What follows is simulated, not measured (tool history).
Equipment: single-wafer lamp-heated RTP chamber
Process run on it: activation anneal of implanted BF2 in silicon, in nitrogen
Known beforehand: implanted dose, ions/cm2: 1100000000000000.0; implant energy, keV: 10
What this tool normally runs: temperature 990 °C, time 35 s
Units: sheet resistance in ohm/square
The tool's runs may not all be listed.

run	hour	temperature	time	wafers since the last listed run	wafers since the last pyrometer calibration	wafers since the reflector plate was cleaned	hours since the gauge calibration	read-back reference wafer on the same gauge, sheet resistance	sheet resistance
1	0	998	35	0	4555	11538	91.1	189.9	205.69
2	16.2	1001	23	179	4735	11718	107.3	189.97	221.05
3	34.9	1001	23	207	4942	11925	126	190.03	222.02
4	64.2	1001	35	325	5268	12251	155.3	190.05	198.62
5	79.1	1001	35	165	5433	12416	170.2	189.85	199.44
6	105.8	1001	35	296	5730	12713	196.9	190.28	197.92
# hour 127: reflector plate cleaned
7	141.3	968	40	305	6035	159	232.4	190.04	259.42
# hour 170.4: reflector plate cleaned, repeated, since the last time left the tool worse
8	177.2	981	55	309	6345	76	268.3	189.97	230.93
9	207	1011	19	330	6676	406	298.1	189.98	220.71
# hour 220.7: gauge calibrated
10	223.2	964	47	179	6856	586	2.5	189.92	289.44
# hour 239.7: pyrometer window cleaned and pyrometer calibrated
11	240.2	961	41	99	5	686	19.5	190.12	309.8
12	259.5	1001	43	214	220	901	38.8	190.01	198.15
13	276.7	1004	35	191	411	1092	56	189.72	201.75
14	328.3	990	35	573	984	1665	107.6	189.99	234.62

Hidden condition of the tool, last listed run before each entry between runs versus first listed run after:
In the gap between runs 6 and 7: reflector plate cleaned (hour 127)
  wafer temperature error from the tarnished reflector plate, K: 5.44 -> 10.3
  measured less the result without the state, sheet resistance: -11.47 -> -30.13 ohm/square
In the gap between runs 7 and 8: reflector plate cleaned, repeated, since the last time left the tool worse (hour 170.4)
  wafer temperature error from the tarnished reflector plate, K: 10.3 -> 0.168
  measured less the result without the state, sheet resistance: -30.13 -> -0.43 ohm/square
In the gap between runs 9 and 10: gauge calibrated (hour 220.7)
  wafer temperature error from the tarnished reflector plate, K: 0.307 -> 0.383
  measured less the result without the state, sheet resistance: -0.62 -> -1.22 ohm/square
In the gap between runs 10 and 11: pyrometer window cleaned and pyrometer calibrated (hour 239.7)
  wafer temperature error from the tarnished reflector plate, K: 0.383 -> 0.462
  measured less the result without the state, sheet resistance: -1.22 -> -1.52 ohm/square
